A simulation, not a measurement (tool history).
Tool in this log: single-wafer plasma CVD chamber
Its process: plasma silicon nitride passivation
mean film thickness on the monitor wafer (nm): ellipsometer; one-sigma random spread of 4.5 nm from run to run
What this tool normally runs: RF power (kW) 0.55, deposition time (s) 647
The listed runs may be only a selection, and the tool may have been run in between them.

run    hour  RF power (kW)  deposition time (s)  wafers since the last listed run  hours since the last RF generator calibration  hours since the showerhead was replaced  hours since the gauge calibration  read-back reference wafer on the same gauge, thickness_nm  mean film thickness on the monitor wafer (nm)
  1       0           0.55                  647                                 0                                          194.3                                   7408.7                             1163.5                                                    880.604                                       1067.088
  2      97           0.55                  647                               297                                          291.3                                   7505.7                             1260.5                                                    881.041                                       1067.224
  3   307.2           0.55                  647                               644                                          501.5                                   7715.9                             1470.7                                                    878.462                                       1067.695
  4   408.4           0.55                  647                               310                                          602.7                                   7817.1                             1571.9                                                    879.732                                       1067.723
  5   470.7           0.55                  647                               190                                            665                                   7879.4                             1634.2                                                    880.968                                       1065.683
  6     554           0.55                  647                               255                                          748.3                                   7962.7                             1717.5                                                    880.426                                       1063.853
  7   643.5           0.48                  703                               274                                          837.8                                   8052.2                               1807                                                     880.71                                       1108.558
  8   710.9           0.55                  647                               206                                          905.2                                   8119.6                             1874.4                                                     880.23                                       1058.582
  9   756.9           0.58                  748                               141                                          951.2                                   8165.6                             1920.4                                                     880.33                                       1244.662
 10   836.7          0.585                  610                               244                                           1031                                   8245.4                             2000.2                                                    878.796                                        1017.52
 11   902.4          0.585                  610                               201                                         1096.7                                   8311.1                             2065.9                                                     878.73                                       1017.047
 12  1003.4           0.55                  647                               309                                         1197.7                                   8412.1                             2166.9                                                    878.839                                       1056.839
 13  1095.9           0.55                  647                               283                                         1290.2                                   8504.6                             2259.4                                                    878.936                                       1063.937
     1120.8  -- gauge calibrated
 14  1132.8           0.55                  647                               113                                         1327.1                                   8541.5                                 12                                                    878.391                                       1056.295
     1151.8  -- showerhead replaced
 15  1179.4          0.495                  647                               118                                         1373.7                                     27.6                               58.6                                                    881.323                                       1031.779
 16    1260          0.495                  647                               247                                         1454.3                                    108.2                              139.2                                                    880.614                                       1026.604
 17  1349.1           0.55                  732                               273                                         1543.4                                    197.3                              228.3                                                    879.915                                       1191.402
 18  1450.5           0.55                  732                               310                                         1644.8                                    298.7                              329.7                                                    879.087                                       1195.195
     1514.4  -- RF generator calibrated
 19  1537.7          0.635                  585                               242                                           23.3                                    385.9                              416.9                                                    879.632                                        985.286
 20  1611.4           0.55                  647                               225                                             97                                    459.6                              490.6                                                    881.432                                       1036.543
 21  1682.6           0.61                  731                               218                                          168.2                                    530.8                              561.8                                                    880.753                                       1208.983
 22  1773.2          0.625                  580                               277                                          258.8                                    621.4                              652.4                                                    880.966                                        972.763
 23  1849.1          0.645                  556                               232                                          334.7                                    697.3                              728.3                                                    879.973                                        929.939
     2050.9  -- RF generator calibrated, repeated, since the last time left the tool worse
 24  2125.8           0.48                  603                               823                                           74.9                                      974                               1005                                                    880.289                                        958.241
 25  2205.7           0.55                  560                               244                                          154.8                                   1053.9                             1084.9                                                    878.951                                        927.233
 26  2257.1           0.65                  562                               157                                          206.2                                   1105.3                             1136.3                                                    878.861                                        979.021
 27  2486.6          0.475                  542                               703                                          435.7                                   1334.8                             1365.8                                                    878.843                                         859.19
 28  2545.8           0.59                  647                               181                                          494.9                                     1394                               1425                                                    878.707                                       1082.559
 29  2593.3          0.595                  647                               145                                          542.4                                   1441.5                             1472.5                                                    881.532                                       1086.291
 30  2675.7          0.595                  595                               252                                          624.8                                   1523.9                             1554.9                                                    880.393                                        995.149
 31  2782.3           0.55                  647                               326                                          731.4                                   1630.5                             1661.5                                                    879.935                                       1060.145
 32  2823.5           0.63                  647                               126                                          772.6                                   1671.7                             1702.7                                                    880.419                                       1092.328
 33  2878.8           0.55                  647                               169                                          827.9                                     1727                               1758                                                    880.022                                       1060.026
 34  2935.2           0.55                  528                               172                                          884.3                                   1783.4                             1814.4                                                     880.63                                        867.016
     3001.4  -- gauge calibrated
 35  3013.9           0.51                  772                               241                                            963                                   1862.1                               12.5                                                    880.139                                       1246.632
 36  3105.5           0.55                  647                               280                                         1054.6                                   1953.7                              104.1                                                    881.078                                       1059.971

Each row is a separate what-if for the run after 36, all from the same tool condition, not one after another. Results?
  A  3106.1           0.55                  537                                 1                                         1055.2                                   1954.3                              104.7                                                          ?                                              ?
  B  3106.1          0.645                  528                                 1                                         1055.2                                   1954.3                              104.7                                                          ?                                              ?
  C  3106.1          0.645                  553                                 1                                         1055.2                                   1954.3                              104.7                                                          ?                                              ?
  D  3106.1          0.585                  765                                 1                                         1055.2                                   1954.3                              104.7                                                          ?                                              ?
  E  3106.1          0.605                  647                                 1                                         1055.2                                   1954.3                              104.7                                                          ?                                              ?

run  read-back reference wafer on the same gauge, thickness_nm  mean film thickness on the monitor wafer (nm)
  A                                                    879.369                                        885.756
  B                                                    879.369                                        907.571
  C                                                    879.369                                        950.544
  D                                                    879.369                                           1282
  E                                                    879.369                                       1093.727
With the hidden condition removed and each run's random variation left untouched, the same runs would have given:
run  mean film thickness on the monitor wafer (nm)
  A                                        894.303
  B                                        916.329
  C                                        959.716
  D                                       1294.371
  E                                       1104.281
